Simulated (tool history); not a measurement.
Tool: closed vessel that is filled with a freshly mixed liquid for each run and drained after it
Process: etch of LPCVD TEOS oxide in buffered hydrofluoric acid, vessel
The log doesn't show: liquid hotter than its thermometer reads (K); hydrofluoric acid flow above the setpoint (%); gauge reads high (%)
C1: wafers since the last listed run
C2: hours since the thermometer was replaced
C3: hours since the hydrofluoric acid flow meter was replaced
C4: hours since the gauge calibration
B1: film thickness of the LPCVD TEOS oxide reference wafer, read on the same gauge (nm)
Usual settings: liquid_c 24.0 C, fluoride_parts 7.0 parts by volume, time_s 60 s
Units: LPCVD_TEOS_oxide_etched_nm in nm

{"run": 1, "day": 0.0, "liquid_c": 24.0, "fluoride_parts": 7.0, "time_s": 60, "C1": 0, "C2": 836.3, "C3": 657.5, "C4": 802.9, "B1": 69.99, "LPCVD_TEOS_oxide_etched_nm": 207.69}
{"run": 2, "day": 1.788, "liquid_c": 24.0, "fluoride_parts": 7.0, "time_s": 60, "C1": 6190, "C2": 879.2, "C3": 700.4, "C4": 845.8, "B1": 70.02, "LPCVD_TEOS_oxide_etched_nm": 204.87}
{"run": 3, "day": 4.358, "liquid_c": 24.0, "fluoride_parts": 7.0, "time_s": 60, "C1": 8903, "C2": 940.9, "C3": 762.1, "C4": 907.5, "B1": 70.03, "LPCVD_TEOS_oxide_etched_nm": 204.24}
{"run": 4, "day": 5.417, "liquid_c": 24.0, "fluoride_parts": 8.5, "time_s": 60, "C1": 3665, "C2": 966.3, "C3": 787.5, "C4": 932.9, "B1": 69.99, "LPCVD_TEOS_oxide_etched_nm": 167.83}
{"run": 5, "day": 8.296, "liquid_c": 24.0, "fluoride_parts": 8.5, "time_s": 60, "C1": 9971, "C2": 1035.4, "C3": 856.6, "C4": 1002.0, "B1": 69.99, "LPCVD_TEOS_oxide_etched_nm": 167.81}
{"run": 6, "day": 9.688, "liquid_c": 24.0, "fluoride_parts": 7.0, "time_s": 60, "C1": 4819, "C2": 1068.8, "C3": 890.0, "C4": 1035.4, "B1": 70.0, "LPCVD_TEOS_oxide_etched_nm": 205.51}
{"run": 7, "day": 10.95, "liquid_c": 24.0, "fluoride_parts": 7.0, "time_s": 60, "C1": 4372, "C2": 1099.1, "C3": 920.3, "C4": 1065.7, "B1": 69.99, "LPCVD_TEOS_oxide_etched_nm": 207.6}
{"run": 8, "day": 12.879, "liquid_c": 24.0, "fluoride_parts": 7.0, "time_s": 60, "C1": 6681, "C2": 1145.4, "C3": 966.6, "C4": 1112.0, "B1": 69.99, "LPCVD_TEOS_oxide_etched_nm": 208.08}
{"run": 9, "day": 15.038, "liquid_c": 24.0, "fluoride_parts": 8.5, "time_s": 45, "C1": 7474, "C2": 1197.2, "C3": 1018.4, "C4": 1163.8, "B1": 70.0, "LPCVD_TEOS_oxide_etched_nm": 127.38}
{"day": 15.758, "done": "gauge calibrated"}
{"day": 16.142, "done": "hydrofluoric acid flow meter replaced"}
{"run": 10, "day": 17.238, "liquid_c": 24.0, "fluoride_parts": 8.5, "time_s": 45, "C1": 7474, "C2": 1250.0, "C3": 26.3, "C4": 35.5, "B1": 70.0, "LPCVD_TEOS_oxide_etched_nm": 128.69}
{"run": 11, "day": 20.225, "liquid_c": 24.0, "fluoride_parts": 7.0, "time_s": 60, "C1": 10346, "C2": 1321.7, "C3": 98.0, "C4": 107.2, "B1": 69.99, "LPCVD_TEOS_oxide_etched_nm": 212.56}

The next listed run, before its measurement:
{"run": 12, "day": 21.638, "liquid_c": 19.5, "fluoride_parts": 7.0, "time_s": 60, "C1": 4891, "C2": 1355.6, "C3": 131.9, "C4": 141.1, "B1": "?", "LPCVD_TEOS_oxide_etched_nm": "?"}

Run 12 gave B1 70.01, LPCVD_TEOS_oxide_etched_nm 165.61 nm.
Without the tool's hidden state the same run would have given LPCVD_TEOS_oxide_etched_nm 145.14 nm.
